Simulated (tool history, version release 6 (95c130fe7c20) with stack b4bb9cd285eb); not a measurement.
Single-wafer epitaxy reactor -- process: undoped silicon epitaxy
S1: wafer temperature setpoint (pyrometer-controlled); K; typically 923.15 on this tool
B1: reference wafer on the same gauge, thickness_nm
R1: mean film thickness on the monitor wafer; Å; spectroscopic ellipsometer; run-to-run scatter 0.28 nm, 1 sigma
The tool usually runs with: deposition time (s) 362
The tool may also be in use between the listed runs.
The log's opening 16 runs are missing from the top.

Run 17, hour 1316.4: usual settings; B1 51.844. Result: R1 629.5 Å.
Run 18, hour 1364.8: usual settings but deposition time (s) 342; B1 51.909. Result: R1 598.56 Å.
Run 19, hour 1464.5: usual settings but deposition time (s) 331; B1 51.692. Result: R1 579.68 Å.
Run 20, hour 1528.3: usual settings but S1 909.15 K, deposition time (s) 392; B1 51.737. Result: R1 518.5 Å.
Run 21, hour 1610: usual settings but S1 911.15 K; B1 51.545. Result: R1 500.24 Å.
Run 22, hour 1669.4: usual settings; B1 51.507. Result: R1 630.69 Å.
Run 23, hour 1758.4: usual settings but S1 935.15 K, deposition time (s) 321; B1 51.375. Result: R1 692.9 Å.
Run 24, hour 1799.7: usual settings but S1 911.15 K, deposition time (s) 398; B1 51.327. Result: R1 549.34 Å.
Run 25, hour 1848.2: usual settings but S1 916.15 K, deposition time (s) 332; B1 51.238. Result: R1 501.28 Å.
Run 26, hour 1938.3: usual settings but S1 912.15 K, deposition time (s) 410; B1 51.14. Result: R1 573.95 Å.
Run 27, hour 1987.1: usual settings but S1 933.15 K; B1 51.138. Result: R1 755.82 Å.
Run 28, hour 2061.9: usual settings but S1 913.15 K, deposition time (s) 407; B1 50.98. Result: R1 575.8 Å.
Run 29, hour 2167.7: usual settings but S1 927.15 K, deposition time (s) 294; B1 50.955. Result: R1 545.27 Å.
Run 30, hour 2256.1: usual settings but S1 909.15 K; B1 50.808. Result: R1 473.45 Å.
Run 31, hour 2328.2: usual settings but S1 914.15 K, deposition time (s) 333; B1 50.836. Result: R1 475.39 Å.
Run 32, hour 2381.9: usual settings but S1 913.15 K, deposition time (s) 430; B1 50.775. Result: R1 603.91 Å.
At hour 2418: pyrometer calibrated.
Run 33, hour 2423: usual settings but S1 937.15 K, deposition time (s) 393; B1 50.654. Result: R1 867.54 Å.
Run 34, hour 2509: usual settings; B1 50.625. Result: R1 613.86 Å.
Run 35, hour 2612.4: usual settings; B1 50.453. Result: R1 615.06 Å.
Run 36, hour 2678.1: usual settings but S1 918.15 K; B1 50.433. Result: R1 555.39 Å.
Run 37, hour 2748.9: usual settings but S1 938.15 K, deposition time (s) 424; B1 50.302. Result: R1 955.48 Å.
Run 38, hour 2838.9: usual settings but S1 912.15 K, deposition time (s) 427; B1 50.234. Result: R1 587.32 Å.
Run 39, hour 2920.5: usual settings; B1 50.157. Result: R1 615.46 Å.

What if the next run were any one of these 3? Each begins from the tool's condition after run 39:
Run A, hour 2921: usual settings; B1 ?. Result: R1 ?.
Run B, hour 2921: usual settings but S1 911.15 K, deposition time (s) 319; B1 ?. Result: R1 ?.
Run C, hour 2921: usual settings but S1 934.15 K, deposition time (s) 296; B1 ?. Result: R1 ?.

run      B1      R1
  A  50.175  606.43
  B  50.175  423.43
  C  50.175  610.96
Without the tool's hidden state the same runs would have given:
run      R1
  A  630.39
  B  440.16
  C   635.1
